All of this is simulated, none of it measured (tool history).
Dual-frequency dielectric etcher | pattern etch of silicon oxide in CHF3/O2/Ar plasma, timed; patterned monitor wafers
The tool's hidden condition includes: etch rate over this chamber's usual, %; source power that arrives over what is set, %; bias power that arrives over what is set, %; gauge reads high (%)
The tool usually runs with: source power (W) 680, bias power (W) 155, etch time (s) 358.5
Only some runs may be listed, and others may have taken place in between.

run    hour  source power (W)  bias power (W)  etch time (s)  wafers since the last listed run  hours since the last wet clean  hours since the last source power generator calibration  hours since the last bias power generator calibration  hours since the last upper electrode change  hours since the gauge calibration  read-back reference wafer on the same gauge, depth_nm  mean etch depth across the wafer (Å)
  1     0.0               680             155          358.5                                 0                           148.5                                                   3184.9                                                 3304.7                                       4035.6                             1720.9                                                  802.3                                  7529
  2    94.1               680             155          358.5                               454                           242.6                                                   3279.0                                                 3398.8                                       4129.7                             1815.0                                                  802.4                                  7473
  3   165.9               680             155          358.5                               347                           314.4                                                   3350.8                                                 3470.6                                       4201.5                             1886.8                                                  801.9                                  7471
  4   207.6               680             182          281.0                               201                           356.1                                                   3392.5                                                 3512.3                                       4243.2                             1928.5                                                  801.7                                  6152
  5   282.1               680             182          281.0                               360                           430.6                                                   3467.0                                                 3586.8                                       4317.7                             2003.0                                                  801.0                                  6100
      513.1  -- wet clean of the chamber
  6   572.0               680             155          358.5                              1285                            58.9                                                   3756.9                                                 3876.7                                       4607.6                             2292.9                                                  802.9                                  7659
  7   658.9               610             155          358.5                               420                           145.8                                                   3843.8                                                 3963.6                                       4694.5                             2379.8                                                  801.4                                  7369
      677.1  -- source power generator calibrated
      681.1  -- gauge calibrated
  8   713.3               680             155          358.5                               243                           200.2                                                     36.2                                                 4018.0                                       4748.9                               32.2                                                  802.1                                  7568
  9   791.1               790             155          449.0                               376                           278.0                                                    114.0                                                 4095.8                                       4826.7                              110.0                                                  802.1                                  9958
      812.2  -- bias power generator calibrated
 10   862.3               680             155          358.5                               324                           349.2                                                    185.2                                                   50.1                                       4897.9                              181.2                                                  802.4                                  7400
 11   924.4               680             177          358.5                               300                           411.3                                                    247.3                                                  112.2                                       4960.0                              243.3                                                  801.1                                  7646
 12   984.0               680             155          358.5                               288                           470.9                                                    306.9                                                  171.8                                       5019.6                              302.9                                                  801.6                                  7353
 13  1088.9               680             123          306.0                               507                           575.8                                                    411.8                                                  276.7                                       5124.5                              407.8                                                  801.6                                  5776
 14  1161.4               730             155          264.0                               350                           648.3                                                    484.3                                                  349.2                                       5197.0                              480.3                                                  801.0                                  5491
     1274.4  -- wet clean of the chamber
 15  1274.9               590             143          458.5                               432                             0.5                                                    597.8                                                  462.7                                       5310.5                              593.8                                                  801.7                                  8871
 16  1338.7               600             132          358.5                               308                            64.3                                                    661.6                                                  526.5                                       5374.3                              657.6                                                  800.8                                  6774
 17  1419.0               680             155          358.5                               388                           144.6                                                    741.9                                                  606.8                                       5454.6                              737.9                                                  801.8                                  7419
 18  1459.3               840             136          358.5                               194                           184.9                                                    782.2                                                  647.1                                       5494.9                              778.2                                                  801.7                                  7554
     1529.6  -- upper electrode replaced
 19  1550.1               680             135          332.5                               322                           275.7                                                    873.0                                                  737.9                                         20.5                              869.0                                                  802.1                                  6530
 20  1615.6               680             182          281.0                               316                           341.2                                                    938.5                                                  803.4                                         86.0                              934.5                                                  801.4                                  6043
 21  1704.1               770             120          358.5                               427                           429.7                                                   1027.0                                                  891.9                                        174.5                             1023.0                                                  802.0                                  7031
 22  1797.6               830             155          257.0                               451                           523.2                                                   1120.5                                                  985.4                                        268.0                             1116.5                                                  801.5                                  5562
 23  1839.5               810             126          423.5                               202                           565.1                                                   1162.4                                                 1027.3                                        309.9                             1158.4                                                  800.8                                  8521
     1922.8  -- wet clean of the chamber
 24  1934.0               680             177          424.0                               340                            11.2                                                   1256.9                                                 1121.8                                        404.4                             1252.9                                                  801.9                                  9284
 25  1988.0               810             132          389.5                               261                            65.2                                                   1310.9                                                 1175.8                                        458.4                             1306.9                                                  802.2                                  8189
 26  2052.9               680             124          321.5                               313                           130.1                                                   1375.8                                                 1240.7                                        523.3                             1371.8                                                  802.7                                  6260
 27  2128.0               680             155          358.5                               363                           205.2                                                   1450.9                                                 1315.8                                        598.4                             1446.9                                                  802.0                                  7438
 28  2167.0               680             155          358.5                               188                           244.2                                                   1489.9                                                 1354.8                                        637.4                             1485.9                                                  801.9                                  7411
 29  2231.8               680             125          315.5                               313                           309.0                                                   1554.7                                                 1419.6                                        702.2                             1550.7                                                  801.1                                  6071
 30  2334.1               580             127          358.5                               494                           411.3                                                   1657.0                                                 1521.9                                        804.5                             1653.0                                                  802.5                                  6602

What if the next run were any one of these 3? Each begins from the tool's condition after run 30:
  A  2334.6               680             155          358.5                                 2                           411.8                                                   1657.5                                                 1522.4                                        805.0                             1653.5                                                      ?                                     ?
  B  2334.6               840             155          358.5                                 2                           411.8                                                   1657.5                                                 1522.4                                        805.0                             1653.5                                                      ?                                     ?
  C  2334.6               730             124          424.5                                 2                           411.8                                                   1657.5                                                 1522.4                                        805.0                             1653.5                                                      ?                                     ?

run  read-back reference wafer on the same gauge, depth_nm  mean etch depth across the wafer (Å)
  A                                                  802.9                                  7332
  B                                                  802.9                                  7845
  C                                                  802.9                                  8272
Take away the tool's hidden state, keep each run's random variation, and the runs would have read:
run  mean etch depth across the wafer (Å)
  A                                  7445
  B                                  7967
  C                                  8401
